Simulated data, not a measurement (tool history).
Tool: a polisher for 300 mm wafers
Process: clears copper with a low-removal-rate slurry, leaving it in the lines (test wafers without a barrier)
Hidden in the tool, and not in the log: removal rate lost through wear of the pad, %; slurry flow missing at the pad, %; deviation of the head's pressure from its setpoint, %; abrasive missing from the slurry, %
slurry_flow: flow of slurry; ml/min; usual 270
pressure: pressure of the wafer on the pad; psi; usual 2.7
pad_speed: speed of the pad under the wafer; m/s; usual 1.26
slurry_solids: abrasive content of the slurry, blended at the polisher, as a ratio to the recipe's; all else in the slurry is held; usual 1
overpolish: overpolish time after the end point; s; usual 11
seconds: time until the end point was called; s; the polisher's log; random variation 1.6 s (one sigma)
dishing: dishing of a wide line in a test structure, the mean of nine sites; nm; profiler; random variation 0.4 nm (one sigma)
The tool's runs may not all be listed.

run	hour	slurry_flow	pressure	pad_speed	slurry_solids	overpolish	wafers since the last listed run	wafers polished on this pad	hours since the slurry nozzle was cleaned	hours since the head pressure was calibrated	hours since the slurry blender was calibrated	incoming thickness of the incoming film, nm	seconds	dishing
1	0	270	2.7	1.26	1	11	0	971	175.3	940.6	279.2	441.3	181	18.8
2	57.5	270	2.3	1.26	1	11	254	1225	232.8	998.1	336.7	441.3	215.6	15.4
# hour 73.6: slurry blender recalibrated
3	86.9	270	2.4	1.26	1	11	121	1347	262.2	1027.5	13.3	440.9	192.3	17.7
# hour 139.5: slurry nozzle cleaned
# hour 144.5: worn pad replaced by a new one
4	145	270	2.4	1.26	1	11	235	2	5.5	1085.6	71.4	449.3	200.2	17.3
5	197.1	270	2.7	1.26	1	11	230	232	57.6	1137.7	123.5	446.5	178.3	19
# hour 256.1: head pressure recalibrated
6	265.4	270	2.7	1.26	1	11	293	526	125.9	9.3	191.8	449.7	178.4	18.9
7	328.2	270	2.7	1.26	1	11	278	804	188.7	72.1	254.6	445.2	182.4	19.1
# hour 398.9: slurry blender recalibrated
8	399.4	270	2.7	1.26	1	11	306	1110	259.9	143.3	0.5	448.8	169.8	19.6
9	430	270	2.7	1.26	1	11	135	1246	290.5	173.9	31.1	445.9	172.9	19.2
10	460.2	225	2.7	1.26	1	9	133	1379	320.7	204.1	61.3	445.8	179.8	16.2
# hour 485.9: worn pad replaced by a new one
11	492.7	270	2.7	1.26	1	11	126	30	353.2	236.6	93.8	449.1	175.7	19.1
12	523.9	270	2.7	1.26	1	11	138	168	384.4	267.8	125	441	176.4	19.7
# hour 537.9: slurry nozzle cleaned
13	575.5	270	2.7	1.26	1	11	224	392	37.6	319.4	176.6	447	178.5	19.3
14	602.8	335	2.7	1.26	1	13	120	513	64.9	346.7	203.9	445.5	174.1	22.5
15	634.3	270	2.7	1.26	1	11	139	652	96.4	378.2	235.4	447.8	180.6	18.8
16	667.7	270	3	1.26	1	11	147	800	129.8	411.6	268.8	445.4	163.1	20.5
17	722.4	245	3.2	1.26	1.15	14	242	1042	184.5	466.3	323.5	447.7	153.4	26.3
18	776	270	2.7	1.26	1.2	11	237	1279	238.1	519.9	377.1	447.3	177.9	18.4
# hour 782.9: slurry blender recalibrated
# hour 792.1: worn pad replaced by a new one
19	843.7	270	2.4	1.26	0.8	11	273	228	305.8	587.6	60.8	443.9	197.4	17
# hour 865.7: slurry nozzle cleaned
20	878.3	215	2.7	1.26	1	11	148	377	12.6	622.2	95.4	447.3	179.1	18.4
21	935.8	270	2.7	1.6	1	11	254	631	70.1	679.7	152.9	451	144.2	23.4
22	1101.6	270	2.7	0.86	0.8	11	734	1365	235.9	845.5	318.7	445.5	286.1	11.9
23	1138.6	270	3	1.26	1	11	163	1529	272.9	882.5	355.7	443	170.1	19.3
24	1168.9	270	2.7	1.26	1	11	134	1663	303.2	912.8	386	441.8	188.7	17.4
# hour 1181.6: slurry nozzle cleaned
# hour 1185.3: worn pad replaced by a new one
# hour 1190.9: slurry blender recalibrated
25	1204.1	270	2.7	1.06	1	11	126	74	22.5	948	13.2	437.5	195.8	16.5
26	1258.6	270	2.7	1.26	1.2	11	241	315	77	1002.5	67.7	448.8	167.2	19.9

Forecast run 27:
# hour 1330: head pressure recalibrated
27	1395.1	315	2.1	1.26	1.15	15	595	911	213.5	65.1	204.2	444.9	?	?

Run 27 gave seconds 227.8 s, dishing 20.5 nm.
Without the tool's hidden state the same run would have given seconds 208.6 s, dishing 22 nm.

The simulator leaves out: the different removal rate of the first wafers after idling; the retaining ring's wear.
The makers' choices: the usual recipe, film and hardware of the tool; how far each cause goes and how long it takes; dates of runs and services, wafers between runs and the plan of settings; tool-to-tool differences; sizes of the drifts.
